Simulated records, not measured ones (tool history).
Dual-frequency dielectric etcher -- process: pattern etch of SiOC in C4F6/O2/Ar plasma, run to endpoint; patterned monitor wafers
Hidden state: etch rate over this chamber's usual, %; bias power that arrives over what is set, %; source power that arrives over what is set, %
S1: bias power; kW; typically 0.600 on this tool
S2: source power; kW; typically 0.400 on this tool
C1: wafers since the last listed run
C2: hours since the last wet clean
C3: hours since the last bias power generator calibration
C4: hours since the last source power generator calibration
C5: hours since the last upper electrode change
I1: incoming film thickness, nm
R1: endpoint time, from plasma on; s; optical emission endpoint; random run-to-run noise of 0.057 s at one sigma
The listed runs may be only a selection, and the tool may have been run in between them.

Run 1, hour 0.0: usual settings; C1 0; C2 120.2; C3 2574.7; C4 1838.8; C5 1649.2; I1 41.53. Result: R1 13.2 s.
Run 2, hour 59.2: usual settings; C1 934; C2 179.4; C3 2633.9; C4 1898.0; C5 1708.4; I1 41.54. Result: R1 13.1 s.
Run 3, hour 93.9: usual settings; C1 547; C2 214.1; C3 2668.6; C4 1932.7; C5 1743.1; I1 42.06. Result: R1 13.2 s.
Run 4, hour 134.9: usual settings; C1 647; C2 255.1; C3 2709.6; C4 1973.7; C5 1784.1; I1 41.88. Result: R1 13.3 s.
Run 5, hour 205.5: usual settings; C1 1114; C2 325.7; C3 2780.2; C4 2044.3; C5 1854.7; I1 41.85. Result: R1 13.2 s.
At hour 336.1: wet clean of the chamber.
Run 6, hour 336.6: usual settings; C1 1690; C2 0.5; C3 2911.3; C4 2175.4; C5 1985.8; I1 41.50. Result: R1 13.3 s.
Run 7, hour 364.3: usual settings; C1 437; C2 28.2; C3 2939.0; C4 2203.1; C5 2013.5; I1 41.91. Result: R1 13.5 s.
Run 8, hour 416.9: usual settings; C1 830; C2 80.8; C3 2991.6; C4 2255.7; C5 2066.1; I1 41.83. Result: R1 13.4 s.
Run 9, hour 478.5: usual settings; C1 972; C2 142.4; C3 3053.2; C4 2317.3; C5 2127.7; I1 41.79. Result: R1 13.3 s.
Run 10, hour 508.3: usual settings; C1 470; C2 172.2; C3 3083.0; C4 2347.1; C5 2157.5; I1 41.77. Result: R1 13.3 s.
At hour 577.1: upper electrode replaced.
Run 11, hour 577.6: usual settings; C1 714; C2 241.5; C3 3152.3; C4 2416.4; C5 0.5; I1 41.54. Result: R1 13.3 s.
Run 12, hour 612.5: usual settings but S1 0.568 kW; C1 550; C2 276.4; C3 3187.2; C4 2451.3; C5 35.4; I1 41.44. Result: R1 13.4 s.
Run 13, hour 650.7: usual settings but S1 0.568 kW; C1 602; C2 314.6; C3 3225.4; C4 2489.5; C5 73.6; I1 41.61. Result: R1 13.5 s.
Run 14, hour 713.2: usual settings; C1 986; C2 377.1; C3 3287.9; C4 2552.0; C5 136.1; I1 41.64. Result: R1 13.1 s.
Run 15, hour 748.2: usual settings but S1 0.496 kW, S2 0.440 kW; C1 552; C2 412.1; C3 3322.9; C4 2587.0; C5 171.1; I1 41.38. Result: R1 13.8 s.
At hour 938.9: wet clean of the chamber.
Run 16, hour 953.2: usual settings; C1 2856; C2 14.3; C3 3527.9; C4 2792.0; C5 376.1; I1 41.31. Result: R1 13.2 s.
Run 17, hour 991.4: usual settings; C1 602; C2 52.5; C3 3566.1; C4 2830.2; C5 414.3; I1 41.91. Result: R1 13.5 s.
Run 18, hour 1104.5: usual settings but S1 0.501 kW, S2 0.470 kW; C1 1784; C2 165.6; C3 3679.2; C4 2943.3; C5 527.4; I1 42.25. Result: R1 14.0 s.
Run 19, hour 1151.5: usual settings but S1 0.476 kW, S2 0.320 kW; C1 741; C2 212.6; C3 3726.2; C4 2990.3; C5 574.4; I1 41.71. Result: R1 15.2 s.
Run 20, hour 1192.5: usual settings; C1 647; C2 253.6; C3 3767.2; C4 3031.3; C5 615.4; I1 42.18. Result: R1 13.4 s.
Run 21, hour 1253.0: usual settings; C1 954; C2 314.1; C3 3827.7; C4 3091.8; C5 675.9; I1 41.44. Result: R1 13.1 s.
At hour 1281.5: bias power generator calibrated.
At hour 1289.0: source power generator calibrated.
Run 22, hour 1324.7: usual settings but S1 0.714 kW, S2 0.340 kW; C1 1005; C2 385.8; C3 43.2; C4 35.7; C5 747.6; I1 41.89. Result: R1 12.8 s.
Run 23, hour 1359.3: usual settings but S1 0.538 kW; C1 546; C2 420.4; C3 77.8; C4 70.3; C5 782.2; I1 41.46. Result: R1 13.6 s.
Run 24, hour 1394.6: usual settings; C1 557; C2 455.7; C3 113.1; C4 105.6; C5 817.5; I1 41.86. Result: R1 13.1 s.
Run 25, hour 1438.1: usual settings but S1 0.691 kW; C1 686; C2 499.2; C3 156.6; C4 149.1; C5 861.0; I1 41.52. Result: R1 12.3 s.
Run 26, hour 1476.7: usual settings; C1 609; C2 537.8; C3 195.2; C4 187.7; C5 899.6; I1 42.42. Result: R1 13.2 s.
At hour 1514.0: wet clean of the chamber.
Run 27, hour 1527.5: usual settings but S1 0.664 kW, S2 0.300 kW; C1 422; C2 13.5; C3 246.0; C4 238.5; C5 950.4; I1 41.53. Result: R1 13.6 s.
Run 28, hour 1568.1: usual settings but S1 0.518 kW, S2 0.340 kW; C1 640; C2 54.1; C3 286.6; C4 279.1; C5 991.0; I1 41.39. Result: R1 14.5 s.
Run 29, hour 1724.9: usual settings but S2 0.340 kW; C1 2474; C2 210.9; C3 443.4; C4 435.9; C5 1147.8; I1 41.92. Result: R1 13.7 s.

Branching from run 29: 5 alternative next runs. What would each branch give?
Run A, hour 1725.3: usual settings; C1 6; C2 211.3; C3 443.8; C4 436.3; C5 1148.2; I1 41.85. Result: R1 ?.
Run B, hour 1725.3: usual settings but S1 0.485 kW; C1 6; C2 211.3; C3 443.8; C4 436.3; C5 1148.2; I1 41.85. Result: R1 ?.
Run C, hour 1725.3: usual settings but S1 0.513 kW; C1 6; C2 211.3; C3 443.8; C4 436.3; C5 1148.2; I1 41.85. Result: R1 ?.
Run D, hour 1725.3: usual settings but S1 0.656 kW, S2 0.460 kW; C1 6; C2 211.3; C3 443.8; C4 436.3; C5 1148.2; I1 41.85. Result: R1 ?.
Run E, hour 1725.3: usual settings but S1 0.490 kW, S2 0.440 kW; C1 6; C2 211.3; C3 443.8; C4 436.3; C5 1148.2; I1 41.85. Result: R1 ?.

run    R1
  A  13.2
  B  14.3
  C  14.0
  D  12.4
  E  14.0
Without the tool's hidden state the same runs would have given:
run    R1
  A  13.4
  B  14.5
  C  14.2
  D  12.5
  E  14.1
